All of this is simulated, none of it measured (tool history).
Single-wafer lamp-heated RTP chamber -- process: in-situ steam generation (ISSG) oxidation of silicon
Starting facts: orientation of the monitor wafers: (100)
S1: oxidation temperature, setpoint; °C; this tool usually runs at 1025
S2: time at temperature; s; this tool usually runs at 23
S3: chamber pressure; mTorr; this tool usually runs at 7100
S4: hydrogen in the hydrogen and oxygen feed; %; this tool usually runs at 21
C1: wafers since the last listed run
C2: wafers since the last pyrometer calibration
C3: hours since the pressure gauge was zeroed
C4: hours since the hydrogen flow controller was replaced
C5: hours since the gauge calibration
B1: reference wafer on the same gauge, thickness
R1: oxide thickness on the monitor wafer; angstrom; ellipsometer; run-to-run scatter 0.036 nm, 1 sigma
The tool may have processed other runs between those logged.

run   hour    S1  S2    S3  S4   C1    C2      C3      C4     C5     B1     R1
  1    0.0  1025  30  7100  21    0   726  2571.0  5918.3  243.9  6.851  75.51
  2   16.6  1025  30  7100  21  114   840  2587.6  5934.9  260.5  6.855  75.08
  3   32.5  1025  30  7100  21  109   950  2603.5  5950.8  276.4  6.861  75.01
  4   48.2  1016  23  7100  21  108  1058  2619.2  5966.5  292.1  6.860  62.64
  5   65.2  1025  23  7100  21  117  1175  2636.2  5983.5  309.1  6.856  65.50
  6   80.1  1025  23  7100  21  102  1277  2651.1  5998.4  324.0  6.851  66.01
  7   93.8  1025  23  7100  21   94  1372  2664.8  6012.1  337.7  6.836  65.81
  8  110.9  1039  23  7100  21  117  1489  2681.9  6029.2  354.8  6.848  71.74
  9  126.4  1039  23  7100  21  106  1596  2697.4  6044.7  370.3  6.845  71.12
     128.8  -- gauge calibrated
 10  133.2  1039  23  7100  21   46  1643  2704.2  6051.5    4.4  6.859  71.45
     143.8  -- hydrogen flow controller replaced
     148.8  -- pressure gauge zeroed
 11  149.8  1025  23  8200  21   24  1668     1.0     6.0   21.0  6.853  66.76
 12  165.1  1035  23  7100  21  105  1773    16.3    21.3   36.3  6.852  69.67
 13  171.5  1025  23  7100  21   44  1817    22.7    27.7   42.7  6.846  66.67
 14  186.0  1025  23  7100  21   99  1917    37.2    42.2   57.2  6.840  66.97
 15  199.7  1025  23  7100  21   94  2011    50.9    55.9   70.9  6.859  67.65
 16  211.5  1025  23  7800  13   81  2092    62.7    67.7   82.7  6.853  60.33
 17  221.7  1025  23  7100  21   70  2163    72.9    77.9   92.9  6.853  68.00
 18  235.5  1025  23  7100  21   95  2258    86.7    91.7  106.7  6.851  67.54
 19  246.7  1031  23  7100  21   77  2335    97.9   102.9  117.9  6.858  69.29
 20  264.2  1031  23  7100  27  120  2455   115.4   120.4  135.4  6.841  74.38
 21  275.9  1025  15  7100  21   80  2536   127.1   132.1  147.1  6.853  55.08
     289.2  -- pyrometer window cleaned and pyrometer calibrated
 22  293.5  1040  23  7100  13   66    29   144.7   149.7  164.7  6.850  62.55
 23  306.6  1015  26  7100  21   90   120   157.8   162.8  177.8  6.843  65.82
 24  312.8  1025  23  7100  30   42   162   164.0   169.0  184.0  6.855  70.83
 25  326.5  1025  23  7100  21   94   257   177.7   182.7  197.7  6.843  64.23
 26  334.9  1025  32  7500  30   57   314   186.1   191.1  206.1  6.849  84.51
 27  343.6  1025  23  7800  29   59   374   194.8   199.8  214.8  6.858  70.65
 28  355.9  1025  23  8200  21   84   459   207.1   212.1  227.1  6.847  64.16
 29  367.6  1017  30  7100  21   80   540   218.8   223.8  238.8  6.854  71.41
 30  378.1  1025  16  6900  14   72   612   229.3   234.3  249.3  6.850  48.82
 31  385.6  1025  23  7100  18   51   664   236.8   241.8  256.8  6.853  63.12

3 ways to go on from here, each from the tool as it stands after run 31. What would each give?
  A  386.0  1025  23  7100  21   2  666  237.2  242.2  257.2   ?   ?
  B  386.0  1037  31  7700  29   2  666  237.2  242.2  257.2   ?   ?
  C  386.0  1025  27  7100  21   2  666  237.2  242.2  257.2   ?   ?

run     B1     R1
  A  6.849  64.90
  B  6.849  87.48
  C  6.849  70.43
Without the tool's hidden state the same runs would have given:
run     R1
  A  64.60
  B  87.02
  C  70.09
